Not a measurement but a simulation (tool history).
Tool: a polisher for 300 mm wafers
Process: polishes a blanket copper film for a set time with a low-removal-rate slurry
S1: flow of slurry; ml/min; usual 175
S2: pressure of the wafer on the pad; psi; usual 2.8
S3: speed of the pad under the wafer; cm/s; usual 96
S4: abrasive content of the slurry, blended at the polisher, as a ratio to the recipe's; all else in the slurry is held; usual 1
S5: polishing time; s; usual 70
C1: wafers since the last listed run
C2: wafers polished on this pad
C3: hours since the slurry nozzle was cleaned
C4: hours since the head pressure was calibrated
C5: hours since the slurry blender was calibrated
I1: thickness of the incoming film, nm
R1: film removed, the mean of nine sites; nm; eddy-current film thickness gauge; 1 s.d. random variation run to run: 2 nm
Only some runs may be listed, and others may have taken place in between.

| run | hour | S1 | S2 | S3 | S4 | S5 | C1 | C2 | C3 | C4 | C5 | I1 | R1 |
|---|---|---|---|---|---|---|---|---|---|---|---|---|---|
| 1 | 0 | 175 | 2.8 | 96 | 1 | 70 | 0 | 1947 | 413.4 | 108.3 | 289.7 | 1558.7 | 163.5 |
| 2 | 90.3 | 175 | 2.8 | 96 | 1 | 70 | 798 | 2746 | 503.7 | 198.6 | 380 | 1534.7 | 159 |
|  | 144 | slurry nozzle cleaned |
| 3 | 183.8 | 175 | 2.8 | 96 | 1 | 70 | 817 | 3563 | 39.8 | 292.1 | 473.5 | 1554.5 | 166.2 |
| 4 | 269.1 | 175 | 2.8 | 96 | 1 | 70 | 754 | 4317 | 125.1 | 377.4 | 558.8 | 1550.1 | 165.7 |
|  | 328.2 | worn pad replaced by a new one |
| 5 | 353.2 | 175 | 2.8 | 96 | 1 | 70 | 708 | 221 | 209.2 | 461.5 | 642.9 | 1569.6 | 161.4 |
|  | 358.4 | slurry blender recalibrated |
| 6 | 401.5 | 175 | 2.8 | 96 | 1 | 70 | 409 | 630 | 257.5 | 509.8 | 43.1 | 1536 | 168.7 |
| 7 | 447.9 | 175 | 2.8 | 96 | 1 | 52 | 410 | 1040 | 303.9 | 556.2 | 89.5 | 1552.9 | 125.6 |
| 8 | 493 | 175 | 2.8 | 96 | 1 | 70 | 398 | 1439 | 349 | 601.3 | 134.6 | 1561.3 | 167.4 |
|  | 549.8 | head pressure recalibrated |
| 9 | 572.6 | 175 | 2.8 | 88 | 1 | 70 | 685 | 2125 | 428.6 | 22.8 | 214.2 | 1548.7 | 149.8 |
| 10 | 667.4 | 175 | 2.8 | 88 | 1 | 70 | 837 | 2963 | 523.4 | 117.6 | 309 | 1555.2 | 144.4 |
| 11 | 720.1 | 175 | 3.2 | 96 | 1 | 50 | 465 | 3429 | 576.1 | 170.3 | 361.7 | 1556.2 | 124.2 |
|  | 789.2 | slurry nozzle cleaned |
|  | 893.3 | worn pad replaced by a new one |
| 12 | 951.6 | 175 | 2.8 | 96 | 1 | 70 | 2002 | 515 | 162.4 | 401.8 | 593.2 | 1563.9 | 161.8 |
|  | 1006.6 | slurry blender recalibrated |
| 13 | 1048.7 | 175 | 2.3 | 120 | 0.7 | 77 | 840 | 1356 | 259.5 | 498.9 | 42.1 | 1522.2 | 189.4 |
| 14 | 1118.5 | 175 | 3.4 | 96 | 1 | 54 | 617 | 1973 | 329.3 | 568.7 | 111.9 | 1572.1 | 151.3 |
| 15 | 1200.9 | 215 | 2.8 | 118 | 1 | 70 | 728 | 2701 | 411.7 | 651.1 | 194.3 | 1566.8 | 214.6 |
|  | 1225.2 | head pressure recalibrated |
| 16 | 1244.8 | 160 | 2.8 | 96 | 1 | 94 | 370 | 3071 | 455.6 | 19.6 | 238.2 | 1577 | 213 |
| 17 | 1288.5 | 190 | 2.8 | 96 | 0.75 | 70 | 386 | 3458 | 499.3 | 63.3 | 281.9 | 1552.1 | 156.3 |
| 18 | 1376.9 | 175 | 2.8 | 96 | 1 | 70 | 781 | 4239 | 587.7 | 151.7 | 370.3 | 1533 | 156.6 |
| 19 | 1478.2 | 175 | 2.8 | 96 | 0.9 | 91 | 895 | 5135 | 689 | 253 | 471.6 | 1562.9 | 192.6 |
|  | 1495.1 | worn pad replaced by a new one |
|  | 1531.3 | slurry nozzle cleaned |
| 20 | 1545.8 | 175 | 2.8 | 96 | 0.8 | 70 | 553 | 439 | 14.5 | 320.6 | 539.2 | 1550 | 158.4 |
|  | 1563.1 | slurry blender recalibrated |
| 21 | 1612.3 | 175 | 2.8 | 96 | 1 | 50 | 570 | 1009 | 81 | 387.1 | 49.2 | 1575.3 | 125.9 |
| 22 | 1683.6 | 150 | 3.2 | 96 | 1 | 55 | 630 | 1639 | 152.3 | 458.4 | 120.5 | 1559 | 146.3 |
| 23 | 1724.3 | 195 | 2.8 | 96 | 0.85 | 86 | 359 | 1999 | 193 | 499.1 | 161.2 | 1562.4 | 202.9 |
| 24 | 1777 | 210 | 2.8 | 110 | 0.8 | 79 | 465 | 2465 | 245.7 | 551.8 | 213.9 | 1562.1 | 217.5 |
|  | 1987 | head pressure recalibrated |
|  | 2008.5 | worn pad replaced by a new one |
| 25 | 2089.6 | 175 | 2.8 | 108 | 1 | 70 | 2710 | 716 | 558.3 | 102.6 | 526.5 | 1576.1 | 165.2 |
|  | 2093.8 | slurry blender recalibrated |
|  | 2134.3 | slurry nozzle cleaned |
| 26 | 2165.3 | 175 | 2.8 | 116 | 1.2 | 53 | 642 | 1359 | 31 | 178.3 | 71.5 | 1581 | 167.6 |
| 27 | 2201.6 | 150 | 3.6 | 70 | 0.7 | 70 | 320 | 1680 | 67.3 | 214.6 | 107.8 | 1572.1 | 142.2 |
| 28 | 2287.6 | 175 | 2.8 | 114 | 1.15 | 93 | 760 | 2440 | 153.3 | 300.6 | 193.8 | 1542.6 | 279.8 |
| 29 | 2357.9 | 175 | 2.8 | 96 | 1 | 70 | 621 | 3062 | 223.6 | 370.9 | 264.1 | 1565.9 | 169 |

Hidden state or all else? Some run-to-run changes of R1, split into what the settings, what came in and random variation would give without the hidden state, and what is left for the hidden state (with any gauge scatter that isn't in both results):
The tool's hidden condition here consists of: removal rate lost through wear of the pad, %; slurry flow missing at the pad, %; deviation of the head's pressure from its setpoint, %; abrasive missing from the slurry, %.
Run 19 -> 20: S4 0.9 -> 0.8, S5 91 -> 70, worn pad replaced by a new one, slurry nozzle cleaned. R1 -34.2 nm: hidden state +28.2, all else -62.4.
Run 25 -> 26: S3 108 -> 116, S4 1 -> 1.2, S5 70 -> 53, slurry blender recalibrated, slurry nozzle cleaned. R1 +2.4 nm: hidden state +28.9, all else -26.5.
Run 27 -> 28: S1 150 -> 175, S2 3.6 -> 2.8, S3 70 -> 114, S4 0.7 -> 1.15, S5 70 -> 93. R1 +137.6 nm: hidden state -9.6, all else +147.2.
Run 28 -> 29: S3 114 -> 96, S4 1.15 -> 1, S5 93 -> 70. R1 -110.8 nm: hidden state +2.2, all else -113.

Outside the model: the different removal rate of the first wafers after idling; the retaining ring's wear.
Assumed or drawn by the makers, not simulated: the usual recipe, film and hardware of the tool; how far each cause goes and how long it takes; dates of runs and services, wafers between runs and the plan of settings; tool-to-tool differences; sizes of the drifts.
